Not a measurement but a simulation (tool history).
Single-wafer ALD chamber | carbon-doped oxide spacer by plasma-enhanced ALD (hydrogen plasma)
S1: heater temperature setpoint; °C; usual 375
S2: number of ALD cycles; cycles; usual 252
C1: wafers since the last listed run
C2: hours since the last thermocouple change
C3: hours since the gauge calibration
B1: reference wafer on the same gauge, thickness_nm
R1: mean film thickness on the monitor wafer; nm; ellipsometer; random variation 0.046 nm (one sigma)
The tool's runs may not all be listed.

| run | hour | S1 | S2 | C1 | C2 | C3 | B1 | R1 |
|---|---|---|---|---|---|---|---|---|
| 1 | 0 | 363 | 252 | 0 | 245.1 | 637 | 15.479 | 13.198 |
| 2 | 19.7 | 375 | 252 | 33 | 264.8 | 656.7 | 15.471 | 13.237 |
| 3 | 35.1 | 375 | 252 | 26 | 280.2 | 672.1 | 15.467 | 13.258 |
| 4 | 66 | 375 | 252 | 52 | 311.1 | 703 | 15.457 | 13.238 |
| 5 | 88.7 | 370 | 252 | 38 | 333.8 | 725.7 | 15.459 | 13.255 |
| 6 | 109.7 | 375 | 279 | 35 | 354.8 | 746.7 | 15.465 | 14.718 |
| 7 | 143.5 | 375 | 279 | 57 | 388.6 | 780.5 | 15.458 | 14.688 |
| 8 | 160.8 | 375 | 279 | 29 | 405.9 | 797.8 | 15.459 | 14.686 |
| 9 | 177.5 | 375 | 237 | 28 | 422.6 | 814.5 | 15.458 | 12.432 |
| 10 | 202.1 | 375 | 237 | 41 | 447.2 | 839.1 | 15.447 | 12.445 |
| 11 | 216.5 | 382 | 218 | 24 | 461.6 | 853.5 | 15.438 | 11.495 |
| 12 | 241.5 | 382 | 218 | 42 | 486.6 | 878.5 | 15.441 | 11.487 |
| 13 | 262.9 | 364 | 252 | 36 | 508 | 899.9 | 15.441 | 13.27 |
| 14 | 291.8 | 375 | 285 | 48 | 536.9 | 928.8 | 15.444 | 15.014 |
| 15 | 322.7 | 375 | 285 | 52 | 567.8 | 959.7 | 15.439 | 14.971 |
| 16 | 357.9 | 375 | 252 | 59 | 603 | 994.9 | 15.449 | 13.272 |
| 17 | 390.5 | 375 | 252 | 55 | 635.6 | 1027.5 | 15.442 | 13.242 |
| 18 | 407.4 | 375 | 252 | 28 | 652.5 | 1044.4 | 15.446 | 13.253 |
| 19 | 430.8 | 380 | 252 | 39 | 675.9 | 1067.8 | 15.438 | 13.278 |
| 20 | 452.9 | 380 | 252 | 37 | 698 | 1089.9 | 15.435 | 13.239 |
| 21 | 481.9 | 375 | 252 | 49 | 727 | 1118.9 | 15.433 | 13.269 |
| 22 | 494.7 | 388 | 252 | 21 | 739.8 | 1131.7 | 15.437 | 13.28 |
| 23 | 525.9 | 375 | 252 | 52 | 771 | 1162.9 | 15.441 | 13.207 |
| 24 | 545.6 | 375 | 252 | 33 | 790.7 | 1182.6 | 15.435 | 13.219 |
| 25 | 562.4 | 369 | 270 | 28 | 807.5 | 1199.4 | 15.433 | 14.198 |
|  | 566.8 | gauge calibrated |
| 26 | 596.6 | 362 | 302 | 57 | 841.7 | 29.8 | 15.687 | 16.082 |
| 27 | 608.9 | 382 | 218 | 20 | 854 | 42.1 | 15.661 | 11.52 |
| 28 | 627.1 | 381 | 275 | 30 | 872.2 | 60.3 | 15.661 | 14.629 |
| 29 | 658.4 | 365 | 202 | 52 | 903.5 | 91.6 | 15.64 | 10.765 |
| 30 | 684.8 | 375 | 252 | 44 | 929.9 | 118 | 15.636 | 13.413 |
| 31 | 715.4 | 375 | 286 | 51 | 960.5 | 148.6 | 15.609 | 15.21 |
| 32 | 729.1 | 380 | 211 | 23 | 974.2 | 162.3 | 15.607 | 11.178 |
| 33 | 744.9 | 371 | 222 | 26 | 990 | 178.1 | 15.595 | 11.729 |
| 34 | 778.6 | 382 | 272 | 57 | 1023.7 | 211.8 | 15.591 | 14.392 |
|  | 791.9 | thermocouple changed; heater temperature recalibrated |
| 35 | 808.2 | 367 | 204 | 36 | 16.3 | 241.4 | 15.578 | 10.808 |
| 36 | 832.2 | 383 | 228 | 40 | 40.3 | 265.4 | 15.564 | 12.044 |
| 37 | 856.4 | 375 | 285 | 40 | 64.5 | 289.6 | 15.554 | 15.064 |
| 38 | 889.2 | 364 | 298 | 55 | 97.3 | 322.4 | 15.545 | 15.806 |
| 39 | 914.2 | 361 | 239 | 42 | 122.3 | 347.4 | 15.543 | 12.527 |
| 40 | 990.7 | 375 | 252 | 129 | 198.8 | 423.9 | 15.519 | 13.233 |

5 ways to go on from here, each from the tool as it stands after run 40. What would each give?
| A | 991.5 | 375 | 235 | 1 | 199.6 | 424.7 | ? | ? |
| B | 991.5 | 366 | 234 | 1 | 199.6 | 424.7 | ? | ? |
| C | 991.5 | 382 | 252 | 1 | 199.6 | 424.7 | ? | ? |
| D | 991.5 | 369 | 276 | 1 | 199.6 | 424.7 | ? | ? |
| E | 991.5 | 375 | 215 | 1 | 199.6 | 424.7 | ? | ? |

| run | B1 | R1 |
|---|---|---|
| A | 15.518 | 12.418 |
| B | 15.518 | 12.366 |
| C | 15.518 | 13.317 |
| D | 15.518 | 14.585 |
| E | 15.518 | 11.362 |
Without the tool's hidden state the same runs would have given:
| run | R1 |
|---|---|
| A | 12.56 |
| B | 12.507 |
| C | 13.469 |
| D | 14.751 |
| E | 11.491 |

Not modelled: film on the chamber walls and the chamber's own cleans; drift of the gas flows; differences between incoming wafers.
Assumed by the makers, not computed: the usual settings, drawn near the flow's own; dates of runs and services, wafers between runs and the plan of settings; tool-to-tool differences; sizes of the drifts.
